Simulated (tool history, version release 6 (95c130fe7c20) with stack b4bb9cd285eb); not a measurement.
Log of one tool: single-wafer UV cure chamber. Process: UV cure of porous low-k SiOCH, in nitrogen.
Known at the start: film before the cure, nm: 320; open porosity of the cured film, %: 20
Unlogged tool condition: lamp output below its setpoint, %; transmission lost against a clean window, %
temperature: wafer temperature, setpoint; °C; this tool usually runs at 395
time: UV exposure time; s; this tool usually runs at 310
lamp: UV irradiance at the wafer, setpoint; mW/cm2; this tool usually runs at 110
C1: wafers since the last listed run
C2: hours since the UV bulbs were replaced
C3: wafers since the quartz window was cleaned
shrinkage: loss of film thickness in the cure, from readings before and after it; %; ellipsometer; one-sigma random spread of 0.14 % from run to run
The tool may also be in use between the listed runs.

Run 1, hour 0.0: usual settings but temperature 390 °C; C1 0; C2 1990.3; C3 804. Result: shrinkage 12.541 %.
Run 2, hour 26.5: usual settings but temperature 409 °C, lamp 82 mW/cm2; C1 117; C2 2016.8; C3 922. Result: shrinkage 11.646 %.
Run 3, hour 38.8: usual settings but temperature 409 °C, lamp 82 mW/cm2; C1 54; C2 2029.1; C3 976. Result: shrinkage 11.506 %.
Run 4, hour 71.0: usual settings but temperature 384 °C, time 440 s; C1 142; C2 2061.3; C3 1118. Result: shrinkage 14.442 %.
Run 5, hour 79.9: usual settings but temperature 384 °C, time 440 s; C1 39; C2 2070.2; C3 1158. Result: shrinkage 14.152 %.
Run 6, hour 94.5: usual settings but temperature 384 °C, time 440 s; C1 64; C2 2084.8; C3 1222. Result: shrinkage 14.298 %.
Run 7, hour 112.1: usual settings but time 255 s; C1 77; C2 2102.4; C3 1300. Result: shrinkage 11.632 %.
At hour 150.8: UV bulbs replaced.
Run 8, hour 163.6: usual settings but temperature 384 °C, time 440 s, lamp 147 mW/cm2; C1 192; C2 12.8; C3 1493. Result: shrinkage 15.293 %.
At hour 178.0: quartz window cleaned.
Run 9, hour 178.5: usual settings but temperature 385 °C, time 370 s, lamp 147 mW/cm2; C1 30; C2 27.7; C3 2. Result: shrinkage 14.264 %.
Run 10, hour 191.4: usual settings but temperature 376 °C, time 445 s, lamp 100 mW/cm2; C1 57; C2 40.6; C3 59. Result: shrinkage 12.927 %.
Run 11, hour 206.2: usual settings; C1 65; C2 55.4; C3 124. Result: shrinkage 12.036 %.
Run 12, hour 222.0: usual settings but temperature 389 °C; C1 69; C2 71.2; C3 194. Result: shrinkage 11.982 %.
At hour 237.2: quartz window cleaned, repeated, since the last time left the tool worse.
Run 13, hour 238.5: usual settings but temperature 379 °C, time 480 s; C1 37; C2 87.7; C3 5. Result: shrinkage 15.046 %.
Run 14, hour 248.7: usual settings but temperature 402 °C, time 180 s, lamp 77 mW/cm2; C1 45; C2 97.9; C3 50. Result: shrinkage 9.312 %.
Run 15, hour 257.2: usual settings; C1 37; C2 106.4; C3 88. Result: shrinkage 13.086 %.

Describe how what the log doesn't record of the tool's condition differs between the last listed run preceding each entry between runs and the first listed run following it.
Between runs 7 and 8: UV bulbs replaced (hour 150.8)
  transmission lost against a clean window, %: 13.3 -> 13.5
  the result without the hidden state subtracted from the measured one, shrinkage: -0.642 -> -0.688 %
Between runs 8 and 9: quartz window cleaned (hour 178.0)
  transmission lost against a clean window, %: 13.5 -> 21.2
  the result without the hidden state subtracted from the measured one, shrinkage: -0.688 -> -1.139 %
Between runs 12 and 13: quartz window cleaned, repeated, since the last time left the tool worse (hour 237.2)
  transmission lost against a clean window, %: 25.1 -> 0.743
  the result without the hidden state subtracted from the measured one, shrinkage: -1.340 -> -0.036 %

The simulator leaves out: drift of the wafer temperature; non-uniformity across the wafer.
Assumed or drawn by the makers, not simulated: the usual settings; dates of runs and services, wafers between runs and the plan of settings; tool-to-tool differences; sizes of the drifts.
